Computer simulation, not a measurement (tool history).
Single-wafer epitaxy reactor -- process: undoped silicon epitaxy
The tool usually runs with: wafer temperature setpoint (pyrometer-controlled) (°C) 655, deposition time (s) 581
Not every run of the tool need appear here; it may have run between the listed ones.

| run | hour | wafer temperature setpoint (pyrometer-controlled) (°C) | deposition time (s) | wafers since the last listed run | hours since the last pyrometer calibration | hours since the gauge calibration | read-back reference wafer on the same gauge, thickness_nm | mean film thickness on the monitor wafer (Å) |
|---|---|---|---|---|---|---|---|---|
| 1 | 0.0 | 655 | 581 | 0 | 1949.4 | 132.2 | 107.121 | 1123.57 |
| 2 | 83.6 | 655 | 581 | 302 | 2033.0 | 215.8 | 107.406 | 1130.22 |
| 3 | 117.4 | 655 | 581 | 122 | 2066.8 | 249.6 | 107.461 | 1132.92 |
| 4 | 143.4 | 655 | 581 | 94 | 2092.8 | 275.6 | 107.491 | 1137.43 |
| 5 | 158.0 | 655 | 581 | 52 | 2107.4 | 290.2 | 107.577 | 1130.84 |
| 6 | 179.9 | 655 | 581 | 79 | 2129.3 | 312.1 | 107.587 | 1131.27 |
| 7 | 198.2 | 655 | 581 | 66 | 2147.6 | 330.4 | 107.613 | 1132.21 |
| 8 | 220.1 | 666 | 491 | 79 | 2169.5 | 352.3 | 107.631 | 1174.55 |
|  | 250.5 | pyrometer calibrated |
| 9 | 252.6 | 666 | 491 | 88 | 2.1 | 384.8 | 107.649 | 1180.11 |
| 10 | 274.3 | 666 | 491 | 78 | 23.8 | 406.5 | 107.667 | 1179.67 |
|  | 302.4 | gauge calibrated |
| 11 | 305.8 | 655 | 581 | 114 | 55.3 | 3.4 | 105.949 | 1119.35 |
| 12 | 327.9 | 655 | 581 | 80 | 77.4 | 25.5 | 106.204 | 1116.76 |
| 13 | 348.1 | 642 | 633 | 73 | 97.6 | 45.7 | 106.329 | 950.41 |
| 14 | 367.4 | 655 | 581 | 69 | 116.9 | 65.0 | 106.489 | 1121.35 |
| 15 | 474.2 | 655 | 581 | 387 | 223.7 | 171.8 | 106.985 | 1123.40 |
| 16 | 504.6 | 660 | 581 | 110 | 254.1 | 202.2 | 107.057 | 1242.75 |
| 17 | 526.0 | 655 | 669 | 77 | 275.5 | 223.6 | 107.127 | 1295.15 |
| 18 | 540.8 | 663 | 488 | 53 | 290.3 | 238.4 | 107.221 | 1100.41 |
| 19 | 572.1 | 655 | 639 | 113 | 321.6 | 269.7 | 107.249 | 1242.25 |
| 20 | 607.2 | 661 | 552 | 127 | 356.7 | 304.8 | 107.278 | 1206.23 |
| 21 | 696.6 | 645 | 512 | 323 | 446.1 | 394.2 | 107.454 | 823.09 |
| 22 | 721.6 | 659 | 581 | 90 | 471.1 | 419.2 | 107.447 | 1219.54 |

5 ways to go on from here, each from the tool as it stands after run 22. What would each give?
| A | 722.2 | 655 | 549 | 2 | 471.7 | 419.8 | ? | ? |
| B | 722.2 | 655 | 645 | 2 | 471.7 | 419.8 | ? | ? |
| C | 722.2 | 649 | 658 | 2 | 471.7 | 419.8 | ? | ? |
| D | 722.2 | 663 | 626 | 2 | 471.7 | 419.8 | ? | ? |
| E | 722.2 | 655 | 518 | 2 | 471.7 | 419.8 | ? | ? |

| run | read-back reference wafer on the same gauge, thickness_nm | mean film thickness on the monitor wafer (Å) |
|---|---|---|
| A | 107.418 | 1068.86 |
| B | 107.418 | 1255.76 |
| C | 107.418 | 1142.52 |
| D | 107.418 | 1416.86 |
| E | 107.418 | 1008.50 |
Take away the tool's hidden state, keep each run's random variation, and the runs would have read:
| run | mean film thickness on the monitor wafer (Å) |
|---|---|
| A | 1054.48 |
| B | 1238.87 |
| C | 1127.16 |
| D | 1397.80 |
| E | 994.94 |
